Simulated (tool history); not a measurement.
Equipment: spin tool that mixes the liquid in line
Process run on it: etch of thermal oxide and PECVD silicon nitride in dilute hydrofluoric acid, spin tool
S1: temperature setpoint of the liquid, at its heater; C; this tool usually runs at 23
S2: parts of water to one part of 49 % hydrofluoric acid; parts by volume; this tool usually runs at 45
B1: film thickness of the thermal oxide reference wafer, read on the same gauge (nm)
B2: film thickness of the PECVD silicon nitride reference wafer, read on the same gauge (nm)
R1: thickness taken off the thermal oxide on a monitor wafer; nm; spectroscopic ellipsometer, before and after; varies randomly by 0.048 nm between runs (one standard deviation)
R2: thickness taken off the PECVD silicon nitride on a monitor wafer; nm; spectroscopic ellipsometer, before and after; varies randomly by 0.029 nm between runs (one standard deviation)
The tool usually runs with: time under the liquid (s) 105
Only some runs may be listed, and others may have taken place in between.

{"run": 1, "day": 0.0, "S1": 19, "S2": 35, "time under the liquid (s)": 105, "B1": 109.49, "B2": 39.75, "R1": 13.1, "R2": 7}
{"run": 2, "day": 1.121, "S1": 19, "S2": 35, "time under the liquid (s)": 105, "B1": 109.37, "B2": 39.77, "R1": 12.98, "R2": 6.98}
{"run": 3, "day": 2.467, "S1": 21, "S2": 45, "time under the liquid (s)": 105, "B1": 109.25, "B2": 39.7, "R1": 10.86, "R2": 6.26}
{"run": 4, "day": 3.662, "S1": 23, "S2": 45, "time under the liquid (s)": 75, "B1": 109.05, "B2": 39.66, "R1": 8.42, "R2": 5.15}
{"run": 5, "day": 4.379, "S1": 23, "S2": 45, "time under the liquid (s)": 75, "B1": 108.9, "B2": 39.61, "R1": 8.47, "R2": 5.14}
{"run": 6, "day": 5.242, "S1": 23, "S2": 45, "time under the liquid (s)": 75, "B1": 108.77, "B2": 39.5, "R1": 8.45, "R2": 5.15}
{"run": 7, "day": 6.229, "S1": 23, "S2": 45, "time under the liquid (s)": 105, "B1": 108.64, "B2": 39.49, "R1": 11.8, "R2": 7.13}
{"run": 8, "day": 6.908, "S1": 23, "S2": 45, "time under the liquid (s)": 105, "B1": 108.49, "B2": 39.45, "R1": 11.79, "R2": 7.14}

Expected results for the next run?
{"run": 9, "day": 7.512, "S1": 24.5, "S2": 45, "time under the liquid (s)": 135, "B1": "?", "B2": "?", "R1": "?", "R2": "?"}

For run 9 the tool returned B1 108.37, B2 39.4, R1 16.08 nm, R2 10.14 nm.
Take away the tool's hidden state, keep the run-to-run variation as it was, and the same run would have given R1 16.32 nm, R2 10.29 nm.

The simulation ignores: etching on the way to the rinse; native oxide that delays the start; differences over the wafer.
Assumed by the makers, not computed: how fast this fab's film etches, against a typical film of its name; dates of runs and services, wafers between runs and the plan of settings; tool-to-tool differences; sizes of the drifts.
